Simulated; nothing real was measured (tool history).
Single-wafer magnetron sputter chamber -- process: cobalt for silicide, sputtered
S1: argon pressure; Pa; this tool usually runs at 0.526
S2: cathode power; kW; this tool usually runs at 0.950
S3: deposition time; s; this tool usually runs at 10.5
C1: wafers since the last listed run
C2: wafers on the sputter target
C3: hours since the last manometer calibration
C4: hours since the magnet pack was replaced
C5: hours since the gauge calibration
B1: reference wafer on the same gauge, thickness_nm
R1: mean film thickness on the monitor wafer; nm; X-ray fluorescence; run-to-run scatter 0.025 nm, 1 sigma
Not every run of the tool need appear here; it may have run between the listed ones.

Run 1, hour 0.0: usual settings but S1 0.451 Pa; C1 0; C2 3821; C3 1857.6; C4 9750.4; C5 61.3; B1 4.033. Result: R1 4.619 nm.
Run 2, hour 30.1: usual settings but S1 0.451 Pa; C1 1022; C2 4843; C3 1887.7; C4 9780.5; C5 91.4; B1 4.027. Result: R1 4.623 nm.
Run 3, hour 46.1: usual settings but S1 0.650 Pa; C1 543; C2 5387; C3 1903.7; C4 9796.5; C5 107.4; B1 4.025. Result: R1 4.406 nm.
At hour 66.0: sputter target and shields replaced.
Run 4, hour 66.5: usual settings but S1 0.650 Pa; C1 421; C2 16; C3 1924.1; C4 9816.9; C5 127.8; B1 4.027. Result: R1 4.388 nm.
Run 5, hour 95.8: usual settings but S1 0.650 Pa; C1 995; C2 1011; C3 1953.4; C4 9846.2; C5 157.1; B1 4.032. Result: R1 4.383 nm.
Run 6, hour 116.9: usual settings; C1 716; C2 1728; C3 1974.5; C4 9867.3; C5 178.2; B1 4.033. Result: R1 4.554 nm.
Run 7, hour 129.7: usual settings; C1 434; C2 2163; C3 1987.3; C4 9880.1; C5 191.0; B1 4.027. Result: R1 4.533 nm.
Run 8, hour 154.1: usual settings; C1 828; C2 2992; C3 2011.7; C4 9904.5; C5 215.4; B1 4.029. Result: R1 4.548 nm.
Run 9, hour 176.2: usual settings; C1 750; C2 3743; C3 2033.8; C4 9926.6; C5 237.5; B1 4.031. Result: R1 4.591 nm.
Run 10, hour 209.7: usual settings; C1 1138; C2 4881; C3 2067.3; C4 9960.1; C5 271.0; B1 4.032. Result: R1 4.558 nm.
Run 11, hour 230.9: usual settings but S1 0.449 Pa; C1 720; C2 5601; C3 2088.5; C4 9981.3; C5 292.2; B1 4.033. Result: R1 4.671 nm.
Run 12, hour 251.7: usual settings but S1 0.449 Pa; C1 706; C2 6308; C3 2109.3; C4 10002.1; C5 313.0; B1 4.028. Result: R1 4.649 nm.
At hour 261.4: sputter target and shields replaced.
Run 13, hour 278.5: usual settings but S1 0.449 Pa; C1 638; C2 579; C3 2136.1; C4 10028.9; C5 339.8; B1 4.029. Result: R1 4.667 nm.
Run 14, hour 305.7: usual settings but S1 0.421 Pa; C1 924; C2 1503; C3 2163.3; C4 10056.1; C5 367.0; B1 4.026. Result: R1 4.670 nm.
Run 15, hour 322.7: usual settings; C1 577; C2 2081; C3 2180.3; C4 10073.1; C5 384.0; B1 4.028. Result: R1 4.526 nm.
Run 16, hour 350.9: usual settings; C1 958; C2 3039; C3 2208.5; C4 10101.3; C5 412.2; B1 4.029. Result: R1 4.520 nm.
Run 17, hour 368.2: usual settings but S1 0.603 Pa, S3 11.0 s; C1 587; C2 3627; C3 2225.8; C4 10118.6; C5 429.5; B1 4.037. Result: R1 4.651 nm.
At hour 410.4: gauge calibrated.
At hour 433.5: sputter target and shields replaced.
Run 18, hour 443.7: usual settings but S1 0.391 Pa, S2 1.150 kW; C1 2293; C2 346; C3 2301.3; C4 10194.1; C5 33.3; B1 4.034. Result: R1 5.769 nm.
Run 19, hour 461.7: usual settings but S3 9.1 s; C1 611; C2 957; C3 2319.3; C4 10212.1; C5 51.3; B1 4.030. Result: R1 3.930 nm.
Run 20, hour 478.1: usual settings; C1 557; C2 1515; C3 2335.7; C4 10228.5; C5 67.7; B1 4.022. Result: R1 4.547 nm.
Run 21, hour 509.6: usual settings but S3 11.9 s; C1 1070; C2 2585; C3 2367.2; C4 10260.0; C5 99.2; B1 4.028. Result: R1 5.120 nm.
Run 22, hour 525.3: usual settings; C1 533; C2 3118; C3 2382.9; C4 10275.7; C5 114.9; B1 4.027. Result: R1 4.558 nm.
At hour 537.3: magnet pack replaced.
Run 23, hour 538.0: usual settings but S1 0.676 Pa, S3 9.6 s; C1 159; C2 3278; C3 2395.6; C4 0.7; C5 127.6; B1 4.027. Result: R1 3.985 nm.
At hour 546.3: capacitance manometer re-zeroed and calibrated.
Run 24, hour 561.7: usual settings but S1 0.456 Pa, S2 1.100 kW; C1 533; C2 3811; C3 15.4; C4 24.4; C5 151.3; B1 4.029. Result: R1 5.399 nm.
Run 25, hour 597.6: usual settings but S2 0.850 kW; C1 1219; C2 5031; C3 51.3; C4 60.3; C5 187.2; B1 4.030. Result: R1 4.083 nm.
At hour 607.5: sputter target and shields replaced.
Run 26, hour 621.0: usual settings but S1 0.718 Pa, S2 0.850 kW; C1 523; C2 457; C3 74.7; C4 83.7; C5 210.6; B1 4.031. Result: R1 3.811 nm.
Run 27, hour 646.5: usual settings; C1 866; C2 1323; C3 100.2; C4 109.2; C5 236.1; B1 4.033. Result: R1 4.542 nm.
Run 28, hour 658.6: usual settings but S3 12.3 s; C1 411; C2 1734; C3 112.3; C4 121.3; C5 248.2; B1 4.032. Result: R1 5.307 nm.
Run 29, hour 691.5: usual settings but S1 0.581 Pa, S3 12.2 s; C1 1117; C2 2852; C3 145.2; C4 154.2; C5 281.1; B1 4.024. Result: R1 5.202 nm.
Run 30, hour 718.5: usual settings but S1 0.727 Pa, S3 11.7 s; C1 917; C2 3769; C3 172.2; C4 181.2; C5 308.1; B1 4.030. Result: R1 4.799 nm.
Run 31, hour 752.2: usual settings; C1 1144; C2 4914; C3 205.9; C4 214.9; C5 341.8; B1 4.030. Result: R1 4.545 nm.
Run 32, hour 771.1: usual settings but S1 0.613 Pa, S2 1.150 kW, S3 11.6 s; C1 642; C2 5556; C3 224.8; C4 233.8; C5 360.7; B1 4.034. Result: R1 5.903 nm.
At hour 779.5: sputter target and shields replaced.
Run 33, hour 801.2: usual settings; C1 750; C2 735; C3 254.9; C4 263.9; C5 390.8; B1 4.027. Result: R1 4.576 nm.
Run 34, hour 835.1: usual settings but S2 0.750 kW, S3 9.6 s; C1 1151; C2 1887; C3 288.8; C4 297.8; C5 424.7; B1 4.028. Result: R1 3.274 nm.

Here are 4 independent what-if runs from the current tool condition. What would each one return?
Run A, hour 835.5: usual settings but S3 9.5 s; C1 13; C2 1901; C3 289.2; C4 298.2; C5 425.1; B1 ?. Result: R1 ?.
Run B, hour 835.5: usual settings but S3 8.5 s; C1 13; C2 1901; C3 289.2; C4 298.2; C5 425.1; B1 ?. Result: R1 ?.
Run C, hour 835.5: usual settings but S2 1.050 kW; C1 13; C2 1901; C3 289.2; C4 298.2; C5 425.1; B1 ?. Result: R1 ?.
Run D, hour 835.5: usual settings but S1 0.420 Pa, S2 1.050 kW; C1 13; C2 1901; C3 289.2; C4 298.2; C5 425.1; B1 ?. Result: R1 ?.

run     B1     R1
  A  4.031  4.122
  B  4.031  3.688
  C  4.031  5.035
  D  4.031  5.194
With the hidden condition removed and each run's random variation left untouched, the same runs would have given:
run     R1
  A  4.122
  B  3.688
  C  5.035
  D  5.194
